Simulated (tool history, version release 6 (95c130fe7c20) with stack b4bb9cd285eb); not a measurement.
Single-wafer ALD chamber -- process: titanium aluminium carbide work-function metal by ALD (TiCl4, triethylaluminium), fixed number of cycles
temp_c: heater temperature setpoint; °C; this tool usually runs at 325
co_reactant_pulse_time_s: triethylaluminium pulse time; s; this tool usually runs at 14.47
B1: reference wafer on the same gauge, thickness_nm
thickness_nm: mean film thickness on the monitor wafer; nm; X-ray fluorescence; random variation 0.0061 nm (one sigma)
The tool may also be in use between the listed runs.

Run 1, hour 0: usual settings; B1 2.079. Result: thickness_nm 2.175 nm.
Run 2, hour 16.1: usual settings but temp_c 320 °C; B1 2.08. Result: thickness_nm 2.132 nm.
Run 3, hour 31.3: usual settings; B1 2.08. Result: thickness_nm 2.177 nm.
Run 4, hour 47.8: usual settings; B1 2.08. Result: thickness_nm 2.161 nm.
Run 5, hour 55.6: usual settings but temp_c 320 °C, co_reactant_pulse_time_s 16.95 s; B1 2.08. Result: thickness_nm 2.225 nm.
Run 6, hour 71.5: usual settings but temp_c 320 °C, co_reactant_pulse_time_s 16.95 s; B1 2.08. Result: thickness_nm 2.245 nm.
Run 7, hour 87.4: usual settings but temp_c 320 °C, co_reactant_pulse_time_s 16.95 s; B1 2.079. Result: thickness_nm 2.226 nm.
Run 8, hour 102.6: usual settings; B1 2.079. Result: thickness_nm 2.167 nm.
Run 9, hour 120.1: usual settings; B1 2.08. Result: thickness_nm 2.168 nm.
Run 10, hour 137.1: usual settings; B1 2.08. Result: thickness_nm 2.163 nm.
At hour 137.3: gauge calibrated.
Run 11, hour 146.2: usual settings; B1 2.08. Result: thickness_nm 2.172 nm.
At hour 165.3: thermocouple changed; heater temperature recalibrated.
Run 12, hour 165.8: usual settings; B1 2.079. Result: thickness_nm 2.163 nm.
At hour 178.2: triethylaluminium bottle replaced.
Run 13, hour 178.7: usual settings; B1 2.08. Result: thickness_nm 2.416 nm.
Run 14, hour 183.1: usual settings; B1 2.08. Result: thickness_nm 2.425 nm.
Run 15, hour 197.7: usual settings; B1 2.08. Result: thickness_nm 2.434 nm.
Run 16, hour 213.1: usual settings but temp_c 315 °C, co_reactant_pulse_time_s 11.38 s; B1 2.08. Result: thickness_nm 2.294 nm.
Run 17, hour 225.4: usual settings but temp_c 337 °C, co_reactant_pulse_time_s 17.67 s; B1 2.08. Result: thickness_nm 2.547 nm.
Run 18, hour 231.9: usual settings but temp_c 336 °C, co_reactant_pulse_time_s 11.33 s; B1 2.08. Result: thickness_nm 2.447 nm.
Run 19, hour 244.8: usual settings but temp_c 316 °C, co_reactant_pulse_time_s 19.44 s; B1 2.08. Result: thickness_nm 2.369 nm.
At hour 254: showerhead replaced, of another model than before.
Run 20, hour 260.6: usual settings but temp_c 336 °C, co_reactant_pulse_time_s 10.88 s; B1 2.08. Result: thickness_nm 2.482 nm.
Run 21, hour 270.7: usual settings; B1 2.08. Result: thickness_nm 2.418 nm.
Run 22, hour 277.9: usual settings but temp_c 316 °C, co_reactant_pulse_time_s 16.51 s; B1 2.08. Result: thickness_nm 2.353 nm.
Run 23, hour 289: usual settings but temp_c 316 °C; B1 2.08. Result: thickness_nm 2.348 nm.
Run 24, hour 301.9: usual settings but temp_c 339 °C, co_reactant_pulse_time_s 12.54 s; B1 2.079. Result: thickness_nm 2.518 nm.
Run 25, hour 309.3: usual settings but temp_c 332 °C, co_reactant_pulse_time_s 12.99 s; B1 2.081. Result: thickness_nm 2.46 nm.
Run 26, hour 326.3: usual settings but temp_c 332 °C, co_reactant_pulse_time_s 10.8 s; B1 2.08. Result: thickness_nm 2.439 nm.
Run 27, hour 334.7: usual settings; B1 2.079. Result: thickness_nm 2.42 nm.
Run 28, hour 346: usual settings; B1 2.079. Result: thickness_nm 2.419 nm.
Run 29, hour 360.8: usual settings; B1 2.08. Result: thickness_nm 2.406 nm.

4 options for the next run, each taken on its own from the tool as it stands now. Forecast them:
Run A, hour 361.2: usual settings but co_reactant_pulse_time_s 19.25 s; B1 ?. Result: thickness_nm ?.
Run B, hour 361.2: usual settings but temp_c 336 °C, co_reactant_pulse_time_s 9.24 s; B1 ?. Result: thickness_nm ?.
Run C, hour 361.2: usual settings but temp_c 320 °C, co_reactant_pulse_time_s 18.43 s; B1 ?. Result: thickness_nm ?.
Run D, hour 361.2: usual settings but temp_c 331 °C, co_reactant_pulse_time_s 12.08 s; B1 ?. Result: thickness_nm ?.

run     B1  thickness_nm
  A  2.079         2.439
  B  2.079         2.428
  C  2.079         2.395
  D  2.079         2.445
With no hidden state in the tool, these same runs would have given:
run  thickness_nm
  A         2.444
  B         2.465
  C           2.4
  D         2.466
